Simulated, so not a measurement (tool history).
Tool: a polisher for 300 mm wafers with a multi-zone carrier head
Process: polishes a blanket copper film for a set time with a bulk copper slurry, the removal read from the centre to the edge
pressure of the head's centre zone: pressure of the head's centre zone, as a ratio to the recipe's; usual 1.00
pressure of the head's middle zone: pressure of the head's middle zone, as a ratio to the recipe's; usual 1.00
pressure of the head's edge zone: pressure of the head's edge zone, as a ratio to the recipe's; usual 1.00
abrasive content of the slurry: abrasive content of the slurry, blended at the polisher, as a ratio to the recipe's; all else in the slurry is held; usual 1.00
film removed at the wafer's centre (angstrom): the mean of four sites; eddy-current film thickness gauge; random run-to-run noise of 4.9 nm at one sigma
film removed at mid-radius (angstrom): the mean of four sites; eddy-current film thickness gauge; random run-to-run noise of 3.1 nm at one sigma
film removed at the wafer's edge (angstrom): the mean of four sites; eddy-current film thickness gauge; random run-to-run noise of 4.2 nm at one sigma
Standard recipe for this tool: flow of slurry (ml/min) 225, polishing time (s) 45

run    hour  flow of slurry (ml/min)  pressure of the head's centre zone  pressure of the head's middle zone  pressure of the head's edge zone  abrasive content of the slurry  polishing time (s)  wafers since the last listed run  wafers polished on this pad  hours since the slurry nozzle was cleaned  hours since the centre zone pressure was calibrated  hours since the edge zone pressure was calibrated  hours since the carrier head's membrane was replaced  incoming thickness of the incoming film, nm  film removed at the wafer's centre (angstrom)  film removed at mid-radius (angstrom)  film removed at the wafer's edge (angstrom)
  1     0.0                      225                                1.00                                1.00                              1.00                            1.00                  45                                 0                         4857                                      181.0                                                401.7                                              158.7                                                 269.0                                       2178.2                                           4367                                   4480                                         4516
  2   101.5                      225                                0.92                                1.00                              1.00                            1.00                  45                              1747                         6604                                      282.5                                                503.2                                              260.2                                                 370.5                                       2220.3                                           4273                                   4378                                         4465
  3   401.1                      225                                1.05                                1.00                              0.96                            1.25                  39                              5156                        11760                                      582.1                                                802.8                                              559.8                                                 670.1                                       2174.2                                           4187                                   4025                                         4014
      444.6  -- worn pad replaced by a new one
  4   445.1                      265                                1.08                                0.95                              1.00                            1.00                  45                               688                            7                                      626.1                                                846.8                                              603.8                                                 714.1                                       2220.6                                           4875                                   4529                                         4786
  5   493.2                      225                                1.00                                1.00                              1.05                            1.00                  45                               827                          835                                      674.2                                                894.9                                              651.9                                                 762.2                                       2168.5                                           4630                                   4608                                         4711
      494.6  -- slurry nozzle cleaned
      521.2  -- centre zone pressure recalibrated
  6   563.2                      225                                0.96                                0.93                              1.00                            0.80                  38                              1153                         1988                                       68.6                                                 42.0                                              721.9                                                 832.2                                       2176.5                                           3500                                   3356                                         3673
  7   640.6                      225                                1.07                                1.00                              1.00                            0.90                  32                              1332                         3321                                      146.0                                                119.4                                              799.3                                                 909.6                                       2224.7                                           3264                                   3109                                         3102
  8   741.6                      225                                1.10                                0.94                              1.00                            1.15                  45                              1738                         5059                                      247.0                                                220.4                                              900.3                                                1010.6                                       2226.0                                           4942                                   4346                                         4619
  9   822.8                      225                                1.00                                1.11                              1.00                            1.00                  55                              1397                         6457                                      328.2                                                301.6                                              981.5                                                1091.8                                       2187.3                                           5478                                   5918                                         5416
 10   883.7                      265                                1.00                                1.07                              0.90                            0.85                  45                              1048                         7505                                      389.1                                                362.5                                             1042.4                                                1152.7                                       2212.0                                           4306                                   4498                                         4057
 11   974.7                      225                                1.00                                1.00                              1.05                            1.00                  45                              1566                         9071                                      480.1                                                453.5                                             1133.4                                                1243.7                                       2207.8                                           4417                                   4364                                         4477
     1068.6  -- carrier head's membrane replaced by a new one
 12  1069.1                      225                                1.00                                1.00                              1.00                            1.00                  45                              1538                        10610                                      574.5                                                547.9                                             1227.8                                                   0.5                                       2191.1                                           4343                                   4386                                         4376
 13  1149.9                      225                                1.06                                1.11                              1.00                            1.15                  45                              1390                        12001                                      655.3                                                628.7                                             1308.6                                                  81.3                                       2199.7                                           4668                                   5001                                         4523
     1189.8  -- worn pad replaced by a new one
     1195.7  -- slurry nozzle cleaned
 14  1228.3                      225                                1.00                                1.00                              1.00                            1.00                  40                              1263                          644                                       32.6                                                707.1                                             1387.0                                                 159.7                                       2229.3                                           4101                                   4067                                         4082
     1336.1  -- edge zone pressure recalibrated
     1473.7  -- centre zone pressure recalibrated
 15  1493.3                      225                                1.00                                1.00                              1.00                            1.00                  45                              4492                         5137                                      297.6                                                 19.6                                              157.2                                                 424.7                                       2197.0                                           4402                                   4429                                         4465
 16  1592.8                      225                                1.00                                1.00                              1.00                            1.00                  45                              1712                         6849                                      397.1                                                119.1                                              256.7                                                 524.2                                       2193.1                                           4346                                   4384                                         4417
 17  1637.5                      225                                1.00                                1.00                              1.00                            1.00                  45                               769                         7618                                      441.8                                                163.8                                              301.4                                                 568.9                                       2189.9                                           4417                                   4387                                         4446
 18  1673.8                      225                                1.00                                1.11                              1.00                            0.80                  45                               624                         8243                                      478.1                                                200.1                                              337.7                                                 605.2                                       2177.7                                           4168                                   4453                                         4107
 19  1721.0                      225                                1.00                                0.93                              1.00                            1.00                  32                               812                         9056                                      525.3                                                247.3                                              384.9                                                 652.4                                       2212.9                                           3137                                   2934                                         3106
 20  1788.0                      250                                1.07                                1.10                              0.95                            1.00                  45                              1153                        10209                                      592.3                                                314.3                                              451.9                                                 719.4                                       2199.7                                           4602                                   4756                                         4398
     1807.1  -- worn pad replaced by a new one
 21  1824.1                      160                                1.00                                1.00                              1.00                            1.15                  45                               552                          291                                      628.4                                                350.4                                              488.0                                                 755.5                                       2160.1                                           4649                                   4662                                         4817
     1940.5  -- slurry nozzle cleaned
 22  2114.9                      225                                1.00                                1.11                              1.00                            1.00                  45                              4988                         5279                                      174.4                                                641.2                                              778.8                                                1046.3                                       2184.9                                           4478                                   4847                                         4453

Table of differences, measured result less the result of that run with no hidden state. Run-to-run variation is the same in both. Gauge scatter possibly is not:
Hidden conditions of the tool in this case: removal rate lost through wear of the pad, %; slurry flow missing at the pad, %; deviation of the centre zone's pressure from its setpoint, %; deviation of the edge zone's pressure from its setpoint, %.
run  film removed at the wafer's centre (angstrom)  film removed at mid-radius (angstrom)  film removed at the wafer's edge (angstrom)
  1                                           -206                                   -212                                         -213
  2                                           -229                                   -236                                         -240
  3                                           -263                                   -253                                         -252
  4                                            -36                                    -34                                          -35
  5                                            -84                                    -83                                          -85
  6                                           -107                                   -103                                         -112
  7                                           -135                                   -128                                         -128
  8                                           -251                                   -222                                         -235
  9                                           -309                                   -333                                         -305
 10                                           -256                                   -266                                         -240
 11                                           -277                                   -273                                         -281
 12                                           -282                                   -285                                         -285
 13                                           -309                                   -332                                         -300
 14                                            -79                                    -78                                          -78
 15                                           -241                                   -242                                         -245
 16                                           -265                                   -267                                         -269
 17                                           -279                                   -277                                         -280
 18                                           -269                                   -287                                         -265
 19                                           -208                                   -194                                         -205
 20                                           -313                                   -323                                         -299
 21                                            -34                                    -34                                          -35
 22                                           -212                                   -230                                         -211
